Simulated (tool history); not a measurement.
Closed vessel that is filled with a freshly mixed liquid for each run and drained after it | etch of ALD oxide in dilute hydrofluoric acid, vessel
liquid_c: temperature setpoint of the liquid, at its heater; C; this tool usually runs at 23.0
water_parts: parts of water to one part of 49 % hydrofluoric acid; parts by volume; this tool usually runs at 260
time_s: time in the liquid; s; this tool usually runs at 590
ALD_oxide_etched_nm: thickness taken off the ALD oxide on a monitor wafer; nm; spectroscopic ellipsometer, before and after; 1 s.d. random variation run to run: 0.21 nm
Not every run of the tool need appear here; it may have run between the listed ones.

run,hour,liquid_c,water_parts,time_s,wafers since the last listed run,hours since the thermometer was replaced,hours since the hydrofluoric acid flow meter was replaced,hours since the gauge calibration,"read-back film thickness of the ALD oxide reference wafer, read on the same gauge (nm)",ALD_oxide_etched_nm
1,0.0,23.0,260,590,0,1642.2,397.6,2779.9,79.99,57.17
2,76.8,23.0,310,590,4673,1719.0,474.4,2856.7,80.00,45.73
3,115.5,23.0,290,590,2355,1757.7,513.1,2895.4,79.99,50.03
# hour 133.5: hydrofluoric acid flow meter replaced
4,165.1,23.0,290,590,2957,1807.3,31.6,2945.0,79.99,48.87
# hour 174.1: gauge calibrated
5,224.6,23.0,260,590,3620,1866.8,91.1,50.5,80.00,56.21
6,261.9,23.0,260,590,2269,1904.1,128.4,87.8,80.02,56.25
7,369.2,23.0,260,590,6529,2011.4,235.7,195.1,79.98,56.51
8,469.3,23.0,260,590,6091,2111.5,335.8,295.2,79.99,56.73
9,531.7,23.0,260,590,3797,2173.9,398.2,357.6,79.99,56.67
10,579.3,23.0,260,590,2896,2221.5,445.8,405.2,79.99,56.88
11,620.8,23.0,260,590,2525,2263.0,487.3,446.7,79.99,56.56
12,669.6,23.0,260,590,2969,2311.8,536.1,495.5,80.00,57.16
13,743.2,25.5,260,900,4478,2385.4,609.7,569.1,80.00,95.70
# hour 792.9: hydrofluoric acid flow meter replaced
14,812.5,23.0,130,590,4156,2454.7,19.6,638.4,80.00,126.54
15,886.4,25.5,260,400,4497,2528.6,93.5,712.3,80.02,41.10
16,992.4,23.0,260,590,6450,2634.6,199.5,818.3,80.00,55.85
17,1051.5,25.5,260,750,3596,2693.7,258.6,877.4,80.02,77.97
18,1111.4,27.5,260,885,3645,2753.6,318.5,937.3,80.03,98.22
19,1204.8,27.0,260,590,5683,2847.0,411.9,1030.7,79.98,64.42
20,1284.7,25.0,180,735,4862,2926.9,491.8,1110.6,80.02,118.43
21,1336.5,25.5,310,805,3152,2978.7,543.6,1162.4,80.00,67.01
# hour 1341.3: hydrofluoric acid flow meter replaced
22,1377.9,23.0,175,280,2458,3020.1,36.6,1203.8,79.98,42.33
# hour 1406.2: thermometer replaced
23,1424.3,19.5,260,590,2762,18.1,83.0,1250.2,79.99,50.75
24,1474.0,20.5,220,360,3024,67.8,132.7,1299.9,80.01,39.19
25,1542.0,26.5,335,590,4138,135.8,200.7,1367.9,80.01,47.27
26,1583.3,23.0,310,590,2513,177.1,242.0,1409.2,79.98,46.21
27,1641.7,23.0,260,590,3553,235.5,300.4,1467.6,80.03,58.05
28,1739.6,23.0,260,590,5957,333.4,398.3,1565.5,79.98,58.07
29,1807.2,23.0,260,590,4113,401.0,465.9,1633.1,80.02,58.09
30,1865.1,23.0,260,590,3523,458.9,523.8,1691.0,80.03,58.37
# hour 1893.0: hydrofluoric acid flow meter replaced
31,1967.9,23.0,260,590,6195,561.7,74.9,1793.8,80.01,57.13
32,2075.1,26.0,305,850,6523,668.9,182.1,1901.0,80.00,74.64
33,2119.7,23.0,260,590,2714,713.5,226.7,1945.6,80.01,57.19
34,2216.7,23.0,260,590,5903,810.5,323.7,2042.6,80.00,57.68

Branching from run 34: 4 alternative next runs. What would each branch give?
A,2217.5,23.0,260,590,48,811.3,324.5,2043.4,?,?
B,2217.5,25.5,155,590,48,811.3,324.5,2043.4,?,?
C,2217.5,25.5,335,330,48,811.3,324.5,2043.4,?,?
D,2217.5,20.5,260,815,48,811.3,324.5,2043.4,?,?

run,"read-back film thickness of the ALD oxide reference wafer, read on the same gauge (nm)",ALD_oxide_etched_nm
A,79.99,57.70
B,79.99,118.56
C,79.99,25.43
D,79.99,72.69
With no hidden state in the tool, these same runs would have given:
run,ALD_oxide_etched_nm
A,57.74
B,118.86
C,25.40
D,72.80

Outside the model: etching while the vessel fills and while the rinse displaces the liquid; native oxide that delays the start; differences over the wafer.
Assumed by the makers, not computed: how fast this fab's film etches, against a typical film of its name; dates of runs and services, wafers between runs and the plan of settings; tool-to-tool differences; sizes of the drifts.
